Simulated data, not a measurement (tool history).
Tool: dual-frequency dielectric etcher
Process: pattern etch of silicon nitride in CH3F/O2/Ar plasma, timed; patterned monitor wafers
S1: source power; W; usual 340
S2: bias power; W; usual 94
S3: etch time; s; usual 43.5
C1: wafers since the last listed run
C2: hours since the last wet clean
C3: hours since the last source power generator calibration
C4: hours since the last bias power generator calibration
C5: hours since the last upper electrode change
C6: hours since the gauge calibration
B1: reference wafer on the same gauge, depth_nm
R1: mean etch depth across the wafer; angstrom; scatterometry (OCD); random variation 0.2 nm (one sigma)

| run | hour | S1 | S2 | S3 | C1 | C2 | C3 | C4 | C5 | C6 | B1 | R1 |
|---|---|---|---|---|---|---|---|---|---|---|---|---|
| 1 | 0 | 300 | 94 | 43.5 | 0 | 248.8 | 2304.4 | 4888.1 | 4011.1 | 478.3 | 33.5 | 274.9 |
| 2 | 35.4 | 340 | 94 | 43.5 | 614 | 284.2 | 2339.8 | 4923.5 | 4046.5 | 513.7 | 33.55 | 293.9 |
| 3 | 52.4 | 340 | 94 | 43.5 | 295 | 301.2 | 2356.8 | 4940.5 | 4063.5 | 530.7 | 33.51 | 290.5 |
| 4 | 69.1 | 340 | 94 | 43.5 | 289 | 317.9 | 2373.5 | 4957.2 | 4080.2 | 547.4 | 33.47 | 292 |
|  | 98.2 | bias power generator calibrated |
| 5 | 100.6 | 340 | 104 | 43.5 | 477 | 349.4 | 2405 | 2.4 | 4111.7 | 578.9 | 33.47 | 299.6 |
|  | 110.5 | source power generator calibrated |
|  | 142.5 | upper electrode replaced |
|  | 161.5 | wet clean of the chamber |
| 6 | 162 | 340 | 104 | 43.5 | 249 | 0.5 | 51.5 | 63.8 | 19.5 | 640.3 | 33.58 | 315.2 |
| 7 | 162.3 | 340 | 105 | 43.5 | 5 | 0.8 | 51.8 | 64.1 | 19.8 | 640.6 | 33.51 | 311.9 |
| 8 | 166.4 | 290 | 77 | 43.5 | 71 | 4.9 | 55.9 | 68.2 | 23.9 | 644.7 | 33.45 | 258.4 |
| 9 | 183.2 | 340 | 94 | 43.5 | 291 | 21.7 | 72.7 | 85 | 40.7 | 661.5 | 33.5 | 303.5 |
| 10 | 200 | 370 | 94 | 43.5 | 291 | 38.5 | 89.5 | 101.8 | 57.5 | 678.3 | 33.55 | 315 |
| 11 | 226 | 340 | 94 | 43.5 | 451 | 64.5 | 115.5 | 127.8 | 83.5 | 704.3 | 33.48 | 302.4 |
| 12 | 248.2 | 290 | 114 | 37.5 | 385 | 86.7 | 137.7 | 150 | 105.7 | 726.5 | 33.49 | 254.6 |
| 13 | 268.6 | 340 | 94 | 43.5 | 354 | 107.1 | 158.1 | 170.4 | 126.1 | 746.9 | 33.44 | 300.5 |
| 14 | 291.1 | 340 | 94 | 43.5 | 390 | 129.6 | 180.6 | 192.9 | 148.6 | 769.4 | 33.53 | 301.3 |
| 15 | 308.6 | 260 | 118 | 34 | 303 | 147.1 | 198.1 | 210.4 | 166.1 | 786.9 | 33.56 | 216.5 |
| 16 | 337.1 | 340 | 94 | 43.5 | 494 | 175.6 | 226.6 | 238.9 | 194.6 | 815.4 | 33.56 | 299.3 |
| 17 | 379.8 | 400 | 75 | 33.5 | 741 | 218.3 | 269.3 | 281.6 | 237.3 | 858.1 | 33.45 | 233 |
| 18 | 394.3 | 340 | 107 | 43.5 | 251 | 232.8 | 283.8 | 296.1 | 251.8 | 872.6 | 33.47 | 308.4 |
| 19 | 407 | 290 | 101 | 37 | 220 | 245.5 | 296.5 | 308.8 | 264.5 | 885.3 | 33.54 | 235.2 |
|  | 450.2 | gauge calibrated |
| 20 | 504.5 | 340 | 102 | 43.5 | 1692 | 343 | 394 | 406.3 | 362 | 54.3 | 33.49 | 300.3 |
| 21 | 525.5 | 400 | 110 | 56.5 | 364 | 364 | 415 | 427.3 | 383 | 75.3 | 33.53 | 434 |
|  | 559.5 | wet clean of the chamber |
| 22 | 560 | 340 | 94 | 43.5 | 182 | 0.5 | 449.5 | 461.8 | 417.5 | 109.8 | 33.54 | 301.6 |
| 23 | 587 | 340 | 94 | 31.5 | 468 | 27.5 | 476.5 | 488.8 | 444.5 | 136.8 | 33.41 | 220.3 |
| 24 | 658.6 | 260 | 118 | 34 | 1242 | 99.1 | 548.1 | 560.4 | 516.1 | 208.4 | 33.54 | 215.7 |
| 25 | 690.5 | 300 | 101 | 48 | 553 | 131 | 580 | 592.3 | 548 | 240.3 | 33.58 | 316.2 |
| 26 | 724.8 | 260 | 111 | 50.5 | 595 | 165.3 | 614.3 | 626.6 | 582.3 | 274.6 | 33.47 | 310.4 |
| 27 | 741.8 | 380 | 103 | 32.5 | 295 | 182.3 | 631.3 | 643.6 | 599.3 | 291.6 | 33.51 | 243.1 |
| 28 | 764.2 | 400 | 79 | 48.5 | 388 | 204.7 | 653.7 | 666 | 621.7 | 314 | 33.53 | 336 |
| 29 | 794.2 | 300 | 81 | 39 | 520 | 234.7 | 683.7 | 696 | 651.7 | 344 | 33.48 | 234.1 |

Forecast each of these 5 alternatives for the next run:
| A | 794.6 | 340 | 94 | 43.5 | 6 | 235.1 | 684.1 | 696.4 | 652.1 | 344.4 | ? | ? |
| B | 794.6 | 340 | 88 | 43.5 | 6 | 235.1 | 684.1 | 696.4 | 652.1 | 344.4 | ? | ? |
| C | 794.6 | 340 | 94 | 56.5 | 6 | 235.1 | 684.1 | 696.4 | 652.1 | 344.4 | ? | ? |
| D | 794.6 | 340 | 84 | 43.5 | 6 | 235.1 | 684.1 | 696.4 | 652.1 | 344.4 | ? | ? |
| E | 794.6 | 340 | 94 | 40 | 6 | 235.1 | 684.1 | 696.4 | 652.1 | 344.4 | ? | ? |

| run | B1 | R1 |
|---|---|---|
| A | 33.52 | 296.1 |
| B | 33.52 | 289.7 |
| C | 33.52 | 384.6 |
| D | 33.52 | 285.4 |
| E | 33.52 | 272.3 |
Without the tool's hidden state the same runs would have given:
| run | R1 |
|---|---|
| A | 304.2 |
| B | 297.7 |
| C | 395.2 |
| D | 293.2 |
| E | 279.8 |
